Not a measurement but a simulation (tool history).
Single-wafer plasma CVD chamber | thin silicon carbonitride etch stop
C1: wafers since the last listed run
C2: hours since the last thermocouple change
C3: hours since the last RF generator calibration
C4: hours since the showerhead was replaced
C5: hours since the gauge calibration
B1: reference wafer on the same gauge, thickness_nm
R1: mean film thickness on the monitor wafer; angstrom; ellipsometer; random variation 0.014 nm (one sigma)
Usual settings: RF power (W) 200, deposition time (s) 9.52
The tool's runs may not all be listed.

Run 1, day 0.000: usual settings; C1 0; C2 799.6; C3 680.7; C4 7085.5; C5 104.3; B1 4.499. Result: R1 52.80 angstrom.
Run 2, day 0.971: usual settings; C1 943; C2 822.9; C3 704.0; C4 7108.8; C5 127.6; B1 4.499. Result: R1 52.68 angstrom.
Run 3, day 1.554: usual settings but RF power (W) 170; C1 566; C2 836.9; C3 718.0; C4 7122.8; C5 141.6; B1 4.500. Result: R1 50.58 angstrom.
Run 4, day 3.021: usual settings but RF power (W) 170; C1 1425; C2 872.1; C3 753.2; C4 7158.0; C5 176.8; B1 4.499. Result: R1 50.61 angstrom.
Run 5, day 3.588: usual settings but deposition time (s) 8.44; C1 550; C2 885.7; C3 766.8; C4 7171.6; C5 190.4; B1 4.500. Result: R1 46.55 angstrom.
Run 6, day 4.483: usual settings but deposition time (s) 8.44; C1 870; C2 907.2; C3 788.3; C4 7193.1; C5 211.9; B1 4.499. Result: R1 46.53 angstrom.
Run 7, day 5.088: usual settings but deposition time (s) 8.44; C1 587; C2 921.7; C3 802.8; C4 7207.6; C5 226.4; B1 4.499. Result: R1 46.42 angstrom.
Run 8, day 5.867: usual settings; C1 757; C2 940.4; C3 821.5; C4 7226.3; C5 245.1; B1 4.501. Result: R1 52.49 angstrom.
Run 9, day 7.338: usual settings; C1 1429; C2 975.7; C3 856.8; C4 7261.6; C5 280.4; B1 4.500. Result: R1 52.59 angstrom.
Run 10, day 9.000: usual settings; C1 1615; C2 1015.6; C3 896.7; C4 7301.5; C5 320.3; B1 4.500. Result: R1 52.13 angstrom.
At day 9.371: showerhead replaced.
Run 11, day 10.100: usual settings but RF power (W) 170, deposition time (s) 10.08; C1 745; C2 1042.0; C3 923.1; C4 17.5; C5 346.7; B1 4.500. Result: R1 53.22 angstrom.
At day 10.342: gauge calibrated.
Run 12, day 10.883: usual settings; C1 761; C2 1060.8; C3 941.9; C4 36.3; C5 13.0; B1 4.500. Result: R1 52.22 angstrom.
Run 13, day 11.546: usual settings; C1 643; C2 1076.7; C3 957.8; C4 52.2; C5 28.9; B1 4.500. Result: R1 52.09 angstrom.
Run 14, day 12.558: usual settings; C1 984; C2 1101.0; C3 982.1; C4 76.5; C5 53.2; B1 4.501. Result: R1 51.95 angstrom.
Run 15, day 13.971: usual settings but RF power (W) 190, deposition time (s) 8.68; C1 1372; C2 1134.9; C3 1016.0; C4 110.4; C5 87.1; B1 4.499. Result: R1 47.05 angstrom.
At day 14.429: RF generator calibrated.
Run 16, day 15.000: usual settings but RF power (W) 220, deposition time (s) 8.98; C1 676; C2 1159.6; C3 13.7; C4 135.1; C5 111.8; B1 4.499. Result: R1 51.34 angstrom.
Run 17, day 18.821: usual settings but RF power (W) 235; C1 3713; C2 1251.3; C3 105.4; C4 226.8; C5 203.5; B1 4.501. Result: R1 55.17 angstrom.
At day 19.833: thermocouple changed; heater temperature recalibrated.
Run 18, day 20.179: usual settings but RF power (W) 165, deposition time (s) 8.10; C1 996; C2 8.3; C3 138.0; C4 259.4; C5 236.1; B1 4.500. Result: R1 43.13 angstrom.
Run 19, day 21.154: usual settings but deposition time (s) 10.24; C1 947; C2 31.7; C3 161.4; C4 282.8; C5 259.5; B1 4.499. Result: R1 57.28 angstrom.
Run 20, day 22.425: usual settings but RF power (W) 190; C1 1235; C2 62.2; C3 191.9; C4 313.3; C5 290.0; B1 4.503. Result: R1 52.36 angstrom.
Run 21, day 23.208: usual settings but deposition time (s) 10.12; C1 761; C2 81.0; C3 210.7; C4 332.1; C5 308.8; B1 4.498. Result: R1 56.44 angstrom.
Run 22, day 24.112: usual settings but RF power (W) 230, deposition time (s) 10.72; C1 878; C2 102.7; C3 232.4; C4 353.8; C5 330.5; B1 4.502. Result: R1 61.80 angstrom.
At day 25.171: gauge calibrated.
Run 23, day 25.504: usual settings; C1 1352; C2 136.1; C3 265.8; C4 387.2; C5 8.0; B1 4.501. Result: R1 52.95 angstrom.

Some steps in R1 between neighbouring runs. How much of each would the tool show without its hidden state too (settings, what came in, random variation), and how much is left for the hidden state, with any gauge scatter that isn't in both results?
The hidden state here: wafer temperature above the value expected at the setpoint (K); delivered RF power above the setpoint (%); gauge reads high (%).
Run 7 -> 8: deposition time (s) 8.44 -> 9.52. R1 +6.07 angstrom: hidden state -0.12, all else +6.19.
Run 15 -> 16: RF power (W) 190 -> 220, deposition time (s) 8.68 -> 8.98, RF generator calibrated. R1 +4.29 angstrom: hidden state +1.14, all else +3.15.
Run 17 -> 18: RF power (W) 235 -> 165, deposition time (s) 9.52 -> 8.10, thermocouple changed; heater temperature recalibrated. R1 -12.04 angstrom: hidden state +0.00, all else -12.04.
Run 18 -> 19: RF power (W) 165 -> 200, deposition time (s) 8.10 -> 10.24. R1 +14.15 angstrom: hidden state -0.02, all else +14.17.
